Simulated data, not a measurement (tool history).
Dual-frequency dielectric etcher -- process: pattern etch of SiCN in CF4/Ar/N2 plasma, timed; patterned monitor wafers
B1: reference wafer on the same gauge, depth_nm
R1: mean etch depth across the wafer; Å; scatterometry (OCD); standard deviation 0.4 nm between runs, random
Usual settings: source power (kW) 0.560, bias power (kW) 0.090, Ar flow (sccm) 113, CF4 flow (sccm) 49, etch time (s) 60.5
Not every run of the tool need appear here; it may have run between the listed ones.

{"run": 1, "hour": 0.0, "source power (kW)": 0.56, "bias power (kW)": 0.09, "Ar flow (sccm)": 113, "CF4 flow (sccm)": 49, "etch time (s)": 60.5, "B1": 81.9, "R1": 732}
{"run": 2, "hour": 77.2, "source power (kW)": 0.56, "bias power (kW)": 0.09, "Ar flow (sccm)": 113, "CF4 flow (sccm)": 49, "etch time (s)": 60.5, "B1": 81.8, "R1": 736}
{"run": 3, "hour": 145.6, "source power (kW)": 0.56, "bias power (kW)": 0.09, "Ar flow (sccm)": 113, "CF4 flow (sccm)": 49, "etch time (s)": 60.5, "B1": 81.6, "R1": 738}
{"hour": 224.5, "done": "wet clean of the chamber"}
{"run": 4, "hour": 225.0, "source power (kW)": 0.56, "bias power (kW)": 0.09, "Ar flow (sccm)": 113, "CF4 flow (sccm)": 49, "etch time (s)": 60.5, "B1": 81.8, "R1": 702}
{"hour": 253.7, "done": "source power generator calibrated"}
{"hour": 331.1, "done": "upper electrode replaced"}
{"run": 5, "hour": 519.6, "source power (kW)": 0.64, "bias power (kW)": 0.083, "Ar flow (sccm)": 131, "CF4 flow (sccm)": 49, "etch time (s)": 52.0, "B1": 81.6, "R1": 658}
{"run": 6, "hour": 566.0, "source power (kW)": 0.56, "bias power (kW)": 0.09, "Ar flow (sccm)": 103, "CF4 flow (sccm)": 49, "etch time (s)": 74.0, "B1": 81.9, "R1": 908}
{"run": 7, "hour": 640.8, "source power (kW)": 0.56, "bias power (kW)": 0.106, "Ar flow (sccm)": 113, "CF4 flow (sccm)": 49, "etch time (s)": 60.5, "B1": 81.6, "R1": 785}
{"run": 8, "hour": 747.5, "source power (kW)": 0.56, "bias power (kW)": 0.09, "Ar flow (sccm)": 113, "CF4 flow (sccm)": 44, "etch time (s)": 74.0, "B1": 81.7, "R1": 884}
{"run": 9, "hour": 800.6, "source power (kW)": 0.46, "bias power (kW)": 0.09, "Ar flow (sccm)": 113, "CF4 flow (sccm)": 49, "etch time (s)": 60.5, "B1": 81.8, "R1": 630}
{"hour": 872.5, "done": "bias power generator calibrated"}
{"hour": 884.3, "done": "wet clean of the chamber"}
{"run": 10, "hour": 885.0, "source power (kW)": 0.56, "bias power (kW)": 0.09, "Ar flow (sccm)": 124, "CF4 flow (sccm)": 49, "etch time (s)": 66.5, "B1": 81.7, "R1": 778}
{"run": 11, "hour": 974.8, "source power (kW)": 0.46, "bias power (kW)": 0.09, "Ar flow (sccm)": 113, "CF4 flow (sccm)": 49, "etch time (s)": 60.5, "B1": 81.9, "R1": 615}
{"run": 12, "hour": 1019.3, "source power (kW)": 0.56, "bias power (kW)": 0.09, "Ar flow (sccm)": 113, "CF4 flow (sccm)": 49, "etch time (s)": 46.0, "B1": 81.8, "R1": 554}
{"run": 13, "hour": 1125.2, "source power (kW)": 0.61, "bias power (kW)": 0.09, "Ar flow (sccm)": 113, "CF4 flow (sccm)": 49, "etch time (s)": 60.5, "B1": 81.9, "R1": 803}
{"run": 14, "hour": 1163.8, "source power (kW)": 0.67, "bias power (kW)": 0.079, "Ar flow (sccm)": 113, "CF4 flow (sccm)": 45, "etch time (s)": 60.5, "B1": 81.7, "R1": 801}
{"run": 15, "hour": 1225.8, "source power (kW)": 0.56, "bias power (kW)": 0.09, "Ar flow (sccm)": 113, "CF4 flow (sccm)": 49, "etch time (s)": 60.5, "B1": 81.7, "R1": 740}
{"run": 16, "hour": 1308.5, "source power (kW)": 0.56, "bias power (kW)": 0.09, "Ar flow (sccm)": 113, "CF4 flow (sccm)": 49, "etch time (s)": 60.5, "B1": 81.7, "R1": 746}
{"run": 17, "hour": 1354.6, "source power (kW)": 0.56, "bias power (kW)": 0.09, "Ar flow (sccm)": 113, "CF4 flow (sccm)": 49, "etch time (s)": 60.5, "B1": 81.7, "R1": 749}

Forecast run 18:
{"run": 18, "hour": 1424.4, "source power (kW)": 0.69, "bias power (kW)": 0.074, "Ar flow (sccm)": 113, "CF4 flow (sccm)": 49, "etch time (s)": 60.5, "B1": "?", "R1": "?"}

{"run 18": {"B1": 82.0, "R1": 832}}
The same run, on a tool lacking any hidden state, would have yielded R1 783 Å.

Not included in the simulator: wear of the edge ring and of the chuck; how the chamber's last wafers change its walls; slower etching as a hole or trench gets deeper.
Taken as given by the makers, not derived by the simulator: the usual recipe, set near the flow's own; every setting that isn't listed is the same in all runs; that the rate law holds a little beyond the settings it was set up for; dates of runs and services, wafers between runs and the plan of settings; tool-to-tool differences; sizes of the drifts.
